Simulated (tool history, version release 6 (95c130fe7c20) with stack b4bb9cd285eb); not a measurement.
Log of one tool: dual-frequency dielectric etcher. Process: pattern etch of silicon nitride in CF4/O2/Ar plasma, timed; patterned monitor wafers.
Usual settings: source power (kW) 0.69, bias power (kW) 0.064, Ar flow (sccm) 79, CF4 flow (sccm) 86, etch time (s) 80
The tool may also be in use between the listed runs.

| run | hour | source power (kW) | bias power (kW) | Ar flow (sccm) | CF4 flow (sccm) | etch time (s) | read-back reference wafer on the same gauge, depth_nm | mean etch depth across the wafer (nm) |
|---|---|---|---|---|---|---|---|---|
| 1 | 0 | 0.69 | 0.064 | 79 | 86 | 85.5 | 228 | 242.8 |
| 2 | 86 | 0.69 | 0.053 | 79 | 64 | 88.5 | 228.3 | 235.3 |
| 3 | 124.7 | 0.69 | 0.064 | 90 | 86 | 100 | 228.1 | 276.4 |
|  | 189 | upper electrode replaced |
| 4 | 195.6 | 0.69 | 0.064 | 79 | 86 | 70 | 228.1 | 197.5 |
| 5 | 283.3 | 0.77 | 0.064 | 70 | 102 | 88.5 | 228.1 | 280.3 |
| 6 | 332.1 | 0.69 | 0.064 | 79 | 86 | 80 | 228.2 | 224.2 |
|  | 374.8 | wet clean of the chamber |
| 7 | 406.6 | 0.69 | 0.064 | 79 | 86 | 80 | 227.9 | 224 |
| 8 | 503.8 | 0.69 | 0.064 | 79 | 86 | 80 | 227.9 | 223.4 |
| 9 | 557.7 | 0.69 | 0.059 | 79 | 78 | 80 | 227.8 | 218.3 |
| 10 | 656.2 | 0.69 | 0.06 | 79 | 74 | 80 | 227.9 | 217.3 |
|  | 754.4 | bias power generator calibrated |
| 11 | 754.9 | 0.69 | 0.064 | 79 | 86 | 80 | 228.1 | 222.6 |
| 12 | 882.5 | 0.69 | 0.064 | 79 | 86 | 80 | 228 | 220.7 |
|  | 944.1 | wet clean of the chamber |
| 13 | 1197.1 | 0.64 | 0.064 | 79 | 86 | 75 | 227.8 | 196 |
| 14 | 1233.9 | 0.69 | 0.064 | 79 | 86 | 80 | 228.1 | 221.5 |
| 15 | 1273.6 | 0.69 | 0.064 | 73 | 86 | 67 | 228.2 | 187.5 |
| 16 | 1314.4 | 0.56 | 0.076 | 79 | 64 | 80 | 228 | 194.1 |
| 17 | 1398.1 | 0.69 | 0.064 | 79 | 104 | 80 | 227.9 | 223.4 |
| 18 | 1445.9 | 0.55 | 0.072 | 74 | 86 | 58 | 228 | 141.1 |
| 19 | 1506.5 | 0.69 | 0.064 | 79 | 86 | 80 | 228.1 | 219.1 |
| 20 | 1569.9 | 0.85 | 0.064 | 85 | 86 | 80 | 227.9 | 254 |
|  | 1595.8 | wet clean of the chamber |
| 21 | 1627 | 0.69 | 0.08 | 92 | 86 | 80 | 228 | 226.2 |

Hidden state or all else? Some run-to-run changes of mean etch depth across the wafer (nm), split into what the settings, what came in and random variation would give without the hidden state, and what is left for the hidden state (with any gauge scatter that isn't in both results):
The hidden state here: etch rate over this chamber's usual, %; source power that arrives over what is set, %; bias power that arrives over what is set, %; Ar flow that arrives over what is set, %; CF4 flow that arrives over what is set, %; gauge reads high (%).
Run 4 -> 5: source power (kW) 0.69 -> 0.77, Ar flow (sccm) 79 -> 70, CF4 flow (sccm) 86 -> 102, etch time (s) 70 -> 88.5. mean etch depth across the wafer (nm) +82.8: hidden state -1.4, all else +84.2.
Run 17 -> 18: source power (kW) 0.69 -> 0.55, bias power (kW) 0.064 -> 0.072, Ar flow (sccm) 79 -> 74, CF4 flow (sccm) 104 -> 86, etch time (s) 80 -> 58. mean etch depth across the wafer (nm) -82.3: hidden state +2.5, all else -84.8.
Run 18 -> 19: source power (kW) 0.55 -> 0.69, bias power (kW) 0.072 -> 0.064, Ar flow (sccm) 74 -> 79, etch time (s) 58 -> 80. mean etch depth across the wafer (nm) +78: hidden state -2.5, all else +80.5.

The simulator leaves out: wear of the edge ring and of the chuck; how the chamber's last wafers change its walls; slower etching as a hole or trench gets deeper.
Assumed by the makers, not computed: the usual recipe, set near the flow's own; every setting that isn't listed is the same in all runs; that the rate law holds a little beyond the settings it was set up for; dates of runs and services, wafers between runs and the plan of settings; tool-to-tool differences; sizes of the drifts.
